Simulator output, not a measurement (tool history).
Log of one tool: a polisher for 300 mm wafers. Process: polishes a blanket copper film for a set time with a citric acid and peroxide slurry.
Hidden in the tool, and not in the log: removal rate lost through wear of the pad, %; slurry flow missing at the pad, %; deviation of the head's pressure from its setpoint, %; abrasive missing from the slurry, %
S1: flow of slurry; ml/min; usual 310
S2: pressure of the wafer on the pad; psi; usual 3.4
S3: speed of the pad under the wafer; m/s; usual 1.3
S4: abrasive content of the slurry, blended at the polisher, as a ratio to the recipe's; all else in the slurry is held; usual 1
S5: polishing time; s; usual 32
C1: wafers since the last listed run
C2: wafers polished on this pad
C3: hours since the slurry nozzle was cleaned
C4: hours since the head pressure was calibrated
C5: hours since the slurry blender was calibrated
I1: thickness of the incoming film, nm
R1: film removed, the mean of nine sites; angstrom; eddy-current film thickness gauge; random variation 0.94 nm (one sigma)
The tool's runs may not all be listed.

| run | hour | S1 | S2 | S3 | S4 | S5 | C1 | C2 | C3 | C4 | C5 | I1 | R1 |
|---|---|---|---|---|---|---|---|---|---|---|---|---|---|
| 1 | 0 | 310 | 4.2 | 1.3 | 1 | 32 | 0 | 2323 | 567.3 | 0.8 | 46.8 | 618.6 | 1117 |
| 2 | 67.2 | 310 | 3.4 | 1.3 | 1 | 39 | 666 | 2989 | 634.5 | 68 | 114 | 634.5 | 1170 |
| 3 | 118.9 | 310 | 3.4 | 1.3 | 1 | 32 | 512 | 3502 | 686.2 | 119.7 | 165.7 | 619.1 | 952 |
| 4 | 157.8 | 310 | 3.4 | 1.3 | 1 | 32 | 385 | 3888 | 725.1 | 158.6 | 204.6 | 629.7 | 960 |
|  | 163.3 | worn pad replaced by a new one, of another model than before |
| 5 | 182.3 | 310 | 3.4 | 1.3 | 1 | 32 | 203 | 188 | 749.6 | 183.1 | 229.1 | 622.2 | 856 |
|  | 207.5 | slurry nozzle cleaned |
| 6 | 247.9 | 310 | 3.4 | 1.3 | 1 | 32 | 640 | 829 | 40.4 | 248.7 | 294.7 | 631.3 | 1004 |
|  | 307.7 | slurry blender recalibrated |
| 7 | 433.1 | 310 | 3.4 | 1.3 | 1 | 32 | 1817 | 2647 | 225.6 | 433.9 | 125.4 | 630.6 | 966 |
| 8 | 464 | 310 | 3.4 | 1.3 | 1 | 32 | 306 | 2953 | 256.5 | 464.8 | 156.3 | 635.7 | 938 |
|  | 493.9 | head pressure recalibrated |
| 9 | 507 | 310 | 3.4 | 1.3 | 1 | 32 | 406 | 3360 | 299.5 | 13.1 | 199.3 | 642.5 | 939 |
| 10 | 550.1 | 310 | 3.4 | 1.3 | 0.9 | 32 | 427 | 3788 | 342.6 | 56.2 | 242.4 | 621.4 | 913 |
| 11 | 593.2 | 410 | 3.4 | 1.3 | 1 | 32 | 427 | 4215 | 385.7 | 99.3 | 285.5 | 627.1 | 981 |
|  | 599.1 | worn pad replaced by a new one |
|  | 642.6 | slurry blender recalibrated |
| 12 | 643.4 | 310 | 3 | 1.3 | 1.25 | 25 | 438 | 419 | 435.9 | 149.5 | 0.8 | 641.6 | 700 |
| 13 | 672.6 | 310 | 2.3 | 1.3 | 1 | 23 | 289 | 709 | 465.1 | 178.7 | 30 | 624.4 | 570 |
| 14 | 721.8 | 310 | 3.4 | 0.98 | 1 | 43 | 488 | 1197 | 514.3 | 227.9 | 79.2 | 629 | 1050 |
| 15 | 789.5 | 310 | 3.4 | 0.98 | 1 | 43 | 671 | 1869 | 582 | 295.6 | 146.9 | 622.2 | 1026 |
| 16 | 853.3 | 310 | 3.4 | 1.66 | 1 | 23 | 632 | 2502 | 645.8 | 359.4 | 210.7 | 622.4 | 690 |
| 17 | 902.2 | 240 | 3.4 | 1.5 | 1.2 | 40 | 485 | 2987 | 694.7 | 408.3 | 259.6 | 639.6 | 1008 |
|  | 913.5 | slurry nozzle cleaned |
| 18 | 934.8 | 310 | 3.4 | 1.3 | 1 | 32 | 313 | 3300 | 21.3 | 440.9 | 292.2 | 631.7 | 1037 |
|  | 986 | slurry blender recalibrated |
|  | 995.3 | worn pad replaced by a new one |
| 19 | 995.8 | 310 | 3.4 | 1.3 | 0.9 | 32 | 545 | 4 | 82.3 | 501.9 | 9.8 | 630.7 | 985 |
| 20 | 1030.2 | 400 | 3.4 | 1.3 | 1.2 | 24 | 341 | 346 | 116.7 | 536.3 | 44.2 | 629 | 815 |
|  | 1060.7 | head pressure recalibrated |
| 21 | 1071.1 | 310 | 3.4 | 1.3 | 1 | 32 | 385 | 732 | 157.6 | 10.4 | 85.1 | 625.8 | 980 |
| 22 | 1100.7 | 310 | 3.4 | 1.3 | 1 | 32 | 293 | 1025 | 187.2 | 40 | 114.7 | 619.7 | 987 |

Forecast run 23:
| 23 | 1138.4 | 255 | 3.4 | 1.18 | 1 | 32 | 374 | 1399 | 224.9 | 77.7 | 152.4 | 630.1 | ? |

R1: 878 angstrom
Without the tool's hidden state the same run would have given R1 954 angstrom.

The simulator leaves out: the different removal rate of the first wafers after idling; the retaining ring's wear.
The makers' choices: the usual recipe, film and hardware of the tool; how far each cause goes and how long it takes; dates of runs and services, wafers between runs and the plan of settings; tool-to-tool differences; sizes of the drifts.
